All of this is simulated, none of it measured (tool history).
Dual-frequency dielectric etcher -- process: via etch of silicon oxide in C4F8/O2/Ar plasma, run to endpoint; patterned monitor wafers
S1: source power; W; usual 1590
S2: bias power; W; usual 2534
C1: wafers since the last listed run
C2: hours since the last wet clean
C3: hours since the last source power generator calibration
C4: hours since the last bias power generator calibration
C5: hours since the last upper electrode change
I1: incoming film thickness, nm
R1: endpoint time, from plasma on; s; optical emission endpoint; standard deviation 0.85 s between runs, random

| run | hour | S1 | S2 | C1 | C2 | C3 | C4 | C5 | I1 | R1 |
|---|---|---|---|---|---|---|---|---|---|---|
| 1 | 0 | 1590 | 2534 | 0 | 612.8 | 4610.2 | 1773.9 | 4574.9 | 1208.6 | 300.7 |
| 2 | 17.8 | 1820 | 2534 | 57 | 630.6 | 4628 | 1791.7 | 4592.7 | 1206.9 | 291.4 |
| 3 | 30.7 | 1590 | 2674 | 41 | 643.5 | 4640.9 | 1804.6 | 4605.6 | 1195.8 | 296.6 |
| 4 | 39.7 | 1590 | 2674 | 29 | 652.5 | 4649.9 | 1813.6 | 4614.6 | 1194.1 | 295.2 |
| 5 | 50.2 | 1710 | 2534 | 34 | 663 | 4660.4 | 1824.1 | 4625.1 | 1215.6 | 300 |
|  | 63.5 | source power generator calibrated |
|  | 79 | bias power generator calibrated |
|  | 82.1 | wet clean of the chamber |
| 6 | 82.6 | 1590 | 2534 | 68 | 0.5 | 19.1 | 3.6 | 4657.5 | 1198.4 | 280.4 |
| 7 | 83 | 1590 | 2534 | 1 | 0.9 | 19.5 | 4 | 4657.9 | 1201.5 | 281.3 |
| 8 | 91.1 | 1310 | 2349 | 26 | 9 | 27.6 | 12.1 | 4666 | 1192.1 | 296.4 |
|  | 130.6 | upper electrode replaced |
| 9 | 131.1 | 1410 | 2947 | 51 | 49 | 67.6 | 52.1 | 0.5 | 1202.8 | 283.3 |

Estimate the outcome of run 10 from the log above:
| 10 | 131.6 | 1380 | 2534 | 1 | 49.5 | 68.1 | 52.6 | 1 | 1191.1 | ? |

For run 10 the tool returned R1 290.1 s.
Without the tool's hidden state the same run would have given R1 290.9 s.

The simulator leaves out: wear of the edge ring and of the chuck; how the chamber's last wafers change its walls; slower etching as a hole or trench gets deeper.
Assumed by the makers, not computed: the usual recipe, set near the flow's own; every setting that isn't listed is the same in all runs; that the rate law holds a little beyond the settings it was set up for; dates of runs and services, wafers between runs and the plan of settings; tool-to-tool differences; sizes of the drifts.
